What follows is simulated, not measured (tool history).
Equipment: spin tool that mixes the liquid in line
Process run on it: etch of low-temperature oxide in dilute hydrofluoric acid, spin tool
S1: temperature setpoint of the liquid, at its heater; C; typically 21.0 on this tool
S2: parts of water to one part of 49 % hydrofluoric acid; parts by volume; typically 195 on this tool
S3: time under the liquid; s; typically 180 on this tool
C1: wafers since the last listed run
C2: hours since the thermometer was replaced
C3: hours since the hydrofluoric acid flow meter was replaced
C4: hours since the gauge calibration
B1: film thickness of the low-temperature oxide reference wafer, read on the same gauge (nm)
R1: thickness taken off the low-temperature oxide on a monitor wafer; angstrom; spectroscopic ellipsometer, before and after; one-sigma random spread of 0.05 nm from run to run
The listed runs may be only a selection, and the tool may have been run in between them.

{"run": 1, "hour": 0.0, "S1": 21.0, "S2": 195, "S3": 180, "C1": 0, "C2": 657.8, "C3": 538.4, "C4": 235.9, "B1": 69.98, "R1": 85.6}
{"run": 2, "hour": 28.4, "S1": 21.0, "S2": 195, "S3": 180, "C1": 126, "C2": 686.2, "C3": 566.8, "C4": 264.3, "B1": 70.02, "R1": 85.7}
{"run": 3, "hour": 50.8, "S1": 21.0, "S2": 195, "S3": 180, "C1": 99, "C2": 708.6, "C3": 589.2, "C4": 286.7, "B1": 70.02, "R1": 84.4}
{"run": 4, "hour": 70.7, "S1": 21.0, "S2": 195, "S3": 180, "C1": 88, "C2": 728.5, "C3": 609.1, "C4": 306.6, "B1": 69.98, "R1": 84.7}
{"run": 5, "hour": 85.5, "S1": 21.0, "S2": 195, "S3": 180, "C1": 65, "C2": 743.3, "C3": 623.9, "C4": 321.4, "B1": 69.98, "R1": 84.3}
{"run": 6, "hour": 109.9, "S1": 20.0, "S2": 195, "S3": 115, "C1": 108, "C2": 767.7, "C3": 648.3, "C4": 345.8, "B1": 70.01, "R1": 52.8}
{"run": 7, "hour": 133.2, "S1": 20.0, "S2": 195, "S3": 115, "C1": 103, "C2": 791.0, "C3": 671.6, "C4": 369.1, "B1": 69.93, "R1": 52.3}
{"run": 8, "hour": 146.7, "S1": 20.0, "S2": 195, "S3": 115, "C1": 59, "C2": 804.5, "C3": 685.1, "C4": 382.6, "B1": 69.99, "R1": 52.3}
{"run": 9, "hour": 159.7, "S1": 21.0, "S2": 260, "S3": 180, "C1": 57, "C2": 817.5, "C3": 698.1, "C4": 395.6, "B1": 70.0, "R1": 59.8}
{"run": 10, "hour": 175.7, "S1": 21.0, "S2": 195, "S3": 180, "C1": 71, "C2": 833.5, "C3": 714.1, "C4": 411.6, "B1": 69.98, "R1": 84.5}
{"run": 11, "hour": 203.4, "S1": 21.0, "S2": 195, "S3": 180, "C1": 123, "C2": 861.2, "C3": 741.8, "C4": 439.3, "B1": 69.96, "R1": 84.7}
{"run": 12, "hour": 220.6, "S1": 21.0, "S2": 195, "S3": 230, "C1": 76, "C2": 878.4, "C3": 759.0, "C4": 456.5, "B1": 69.99, "R1": 107.9}
{"hour": 222.9, "done": "thermometer replaced"}
{"run": 13, "hour": 249.4, "S1": 17.0, "S2": 275, "S3": 80, "C1": 123, "C2": 26.5, "C3": 787.8, "C4": 485.3, "B1": 70.03, "R1": 19.9}
{"run": 14, "hour": 264.7, "S1": 21.0, "S2": 195, "S3": 280, "C1": 67, "C2": 41.8, "C3": 803.1, "C4": 500.6, "B1": 70.01, "R1": 123.2}
{"hour": 283.0, "done": "gauge calibrated"}
{"run": 15, "hour": 288.6, "S1": 21.0, "S2": 130, "S3": 215, "C1": 106, "C2": 65.7, "C3": 827.0, "C4": 5.6, "B1": 70.01, "R1": 153.0}
{"hour": 304.0, "done": "hydrofluoric acid flow meter replaced"}
{"run": 16, "hour": 314.0, "S1": 21.0, "S2": 195, "S3": 180, "C1": 108, "C2": 91.1, "C3": 10.0, "C4": 31.0, "B1": 70.06, "R1": 84.0}
{"run": 17, "hour": 340.6, "S1": 23.0, "S2": 170, "S3": 95, "C1": 118, "C2": 117.7, "C3": 36.6, "C4": 57.6, "B1": 69.99, "R1": 56.2}
{"run": 18, "hour": 366.7, "S1": 23.5, "S2": 225, "S3": 135, "C1": 115, "C2": 143.8, "C3": 62.7, "C4": 83.7, "B1": 69.98, "R1": 58.4}
{"run": 19, "hour": 392.4, "S1": 21.0, "S2": 195, "S3": 180, "C1": 114, "C2": 169.5, "C3": 88.4, "C4": 109.4, "B1": 70.02, "R1": 84.2}
{"run": 20, "hour": 417.0, "S1": 21.0, "S2": 195, "S3": 260, "C1": 109, "C2": 194.1, "C3": 113.0, "C4": 134.0, "B1": 69.99, "R1": 121.3}
{"run": 21, "hour": 442.2, "S1": 23.0, "S2": 120, "S3": 210, "C1": 111, "C2": 219.3, "C3": 138.2, "C4": 159.2, "B1": 69.99, "R1": 186.8}
{"run": 22, "hour": 474.3, "S1": 21.0, "S2": 195, "S3": 180, "C1": 142, "C2": 251.4, "C3": 170.3, "C4": 191.3, "B1": 69.98, "R1": 84.3}

Each row is a separate what-if for the run after 22, all from the same tool condition, not one after another. Results?
{"run": "A", "hour": 474.8, "S1": 21.0, "S2": 195, "S3": 180, "C1": 2, "C2": 251.9, "C3": 170.8, "C4": 191.8, "B1": "?", "R1": "?"}
{"run": "B", "hour": 474.8, "S1": 21.0, "S2": 245, "S3": 180, "C1": 2, "C2": 251.9, "C3": 170.8, "C4": 191.8, "B1": "?", "R1": "?"}
{"run": "C", "hour": 474.8, "S1": 21.0, "S2": 145, "S3": 110, "C1": 2, "C2": 251.9, "C3": 170.8, "C4": 191.8, "B1": "?", "R1": "?"}

run=A B1=69.98 R1=84.2
run=B B1=69.98 R1=63.7
run=C B1=69.98 R1=73.0
Take away the tool's hidden state, keep each run's random variation, and the runs would have read:
run=A R1=83.9
run=B R1=63.6
run=C R1=72.7

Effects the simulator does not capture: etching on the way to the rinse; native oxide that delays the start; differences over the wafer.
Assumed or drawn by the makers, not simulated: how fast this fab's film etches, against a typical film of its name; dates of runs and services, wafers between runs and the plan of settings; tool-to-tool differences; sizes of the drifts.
